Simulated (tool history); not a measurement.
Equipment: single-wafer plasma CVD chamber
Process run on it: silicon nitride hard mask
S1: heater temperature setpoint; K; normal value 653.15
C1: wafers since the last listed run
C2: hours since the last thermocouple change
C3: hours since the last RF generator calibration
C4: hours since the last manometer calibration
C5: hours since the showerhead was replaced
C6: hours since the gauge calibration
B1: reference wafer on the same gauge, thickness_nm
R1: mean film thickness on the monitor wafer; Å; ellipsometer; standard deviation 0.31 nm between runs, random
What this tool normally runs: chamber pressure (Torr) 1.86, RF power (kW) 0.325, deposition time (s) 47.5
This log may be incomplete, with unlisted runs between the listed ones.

Run 1, hour 0: usual settings; C1 0; C2 1565.7; C3 1339.9; C4 781.7; C5 5998.2; C6 67.7; B1 57.885. Result: R1 569.19 Å.
Run 2, hour 42: usual settings; C1 655; C2 1607.7; C3 1381.9; C4 823.7; C5 6040.2; C6 109.7; B1 57.893. Result: R1 562.7 Å.
Run 3, hour 87.8: usual settings but chamber pressure (Torr) 2.13, RF power (kW) 0.285; C1 715; C2 1653.5; C3 1427.7; C4 869.5; C5 6086; C6 155.5; B1 57.832. Result: R1 529.09 Å.
Run 4, hour 157.4: usual settings but chamber pressure (Torr) 2.13, RF power (kW) 0.285; C1 1086; C2 1723.1; C3 1497.3; C4 939.1; C5 6155.6; C6 225.1; B1 57.962. Result: R1 526.41 Å.
Run 5, hour 224: usual settings but chamber pressure (Torr) 2.13, RF power (kW) 0.285; C1 1040; C2 1789.7; C3 1563.9; C4 1005.7; C5 6222.2; C6 291.7; B1 57.787. Result: R1 526.92 Å.
Run 6, hour 255.1: usual settings; C1 485; C2 1820.8; C3 1595; C4 1036.8; C5 6253.3; C6 322.8; B1 57.871. Result: R1 566.79 Å.
Run 7, hour 294: usual settings; C1 607; C2 1859.7; C3 1633.9; C4 1075.7; C5 6292.2; C6 361.7; B1 57.842. Result: R1 570.59 Å.
Run 8, hour 344.5: usual settings; C1 788; C2 1910.2; C3 1684.4; C4 1126.2; C5 6342.7; C6 412.2; B1 57.762. Result: R1 571.83 Å.
Run 9, hour 396.3: usual settings; C1 808; C2 1962; C3 1736.2; C4 1178; C5 6394.5; C6 464; B1 57.935. Result: R1 566.54 Å.
Run 10, hour 446.5: usual settings but chamber pressure (Torr) 1.63; C1 783; C2 2012.2; C3 1786.4; C4 1228.2; C5 6444.7; C6 514.2; B1 57.866. Result: R1 554.68 Å.
At hour 468.9: capacitance manometer re-zeroed and calibrated.
Run 11, hour 503.5: usual settings; C1 765; C2 2069.2; C3 1843.4; C4 34.6; C5 6501.7; C6 571.2; B1 57.932. Result: R1 559.28 Å.
At hour 535.8: thermocouple changed; heater temperature recalibrated.
Run 12, hour 541.7: usual settings but S1 644.15 K, deposition time (s) 51.5; C1 471; C2 5.9; C3 1881.6; C4 72.8; C5 6539.9; C6 609.4; B1 57.864. Result: R1 607.5 Å.
Run 13, hour 598.4: usual settings but chamber pressure (Torr) 1.98, RF power (kW) 0.26; C1 885; C2 62.6; C3 1938.3; C4 129.5; C5 6596.6; C6 666.1; B1 57.913. Result: R1 471.17 Å.
At hour 669.7: RF generator calibrated.
At hour 680.5: gauge calibrated.
At hour 770.6: showerhead replaced.
Run 14, hour 795.8: usual settings but chamber pressure (Torr) 1.73, RF power (kW) 0.305, deposition time (s) 55.5; C1 2832; C2 260; C3 126.1; C4 326.9; C5 25.2; C6 115.3; B1 57.925. Result: R1 614.32 Å.
Run 15, hour 825.7: usual settings but chamber pressure (Torr) 1.63; C1 466; C2 289.9; C3 156; C4 356.8; C5 55.1; C6 145.2; B1 57.922. Result: R1 552.99 Å.
Run 16, hour 895.1: usual settings but S1 666.15 K, deposition time (s) 53.6; C1 1083; C2 359.3; C3 225.4; C4 426.2; C5 124.5; C6 214.6; B1 57.791. Result: R1 634.01 Å.
Run 17, hour 965.2: usual settings; C1 1094; C2 429.4; C3 295.5; C4 496.3; C5 194.6; C6 284.7; B1 57.908. Result: R1 559.56 Å.
Run 18, hour 1024.2: usual settings; C1 921; C2 488.4; C3 354.5; C4 555.3; C5 253.6; C6 343.7; B1 57.82. Result: R1 567.77 Å.
Run 19, hour 1062.5: usual settings but S1 659.15 K, chamber pressure (Torr) 1.65, RF power (kW) 0.285, deposition time (s) 51.2; C1 598; C2 526.7; C3 392.8; C4 593.6; C5 291.9; C6 382; B1 57.894. Result: R1 531.07 Å.

Consider 4 possible next runs. They are alternatives, not a sequence: every one starts from the tool as it was left by run 19. What does each give?
Run A, hour 1062.9: usual settings but deposition time (s) 52; C1 6; C2 527.1; C3 393.2; C4 594; C5 292.3; C6 382.4; B1 ?. Result: R1 ?.
Run B, hour 1062.9: usual settings but chamber pressure (Torr) 2.02, RF power (kW) 0.365; C1 6; C2 527.1; C3 393.2; C4 594; C5 292.3; C6 382.4; B1 ?. Result: R1 ?.
Run C, hour 1062.9: usual settings but S1 664.15 K, RF power (kW) 0.275, deposition time (s) 44; C1 6; C2 527.1; C3 393.2; C4 594; C5 292.3; C6 382.4; B1 ?. Result: R1 ?.
Run D, hour 1062.9: usual settings but chamber pressure (Torr) 2.31; C1 6; C2 527.1; C3 393.2; C4 594; C5 292.3; C6 382.4; B1 ?. Result: R1 ?.

run      B1      R1
  A  57.916  629.36
  B  57.916  640.84
  C  57.916   460.6
  D  57.916  606.21
The same runs, with their run-to-run variation unchanged, on a tool lacking any hidden condition would have given:
run      R1
  A  619.98
  B  631.91
  C  453.74
  D  597.87
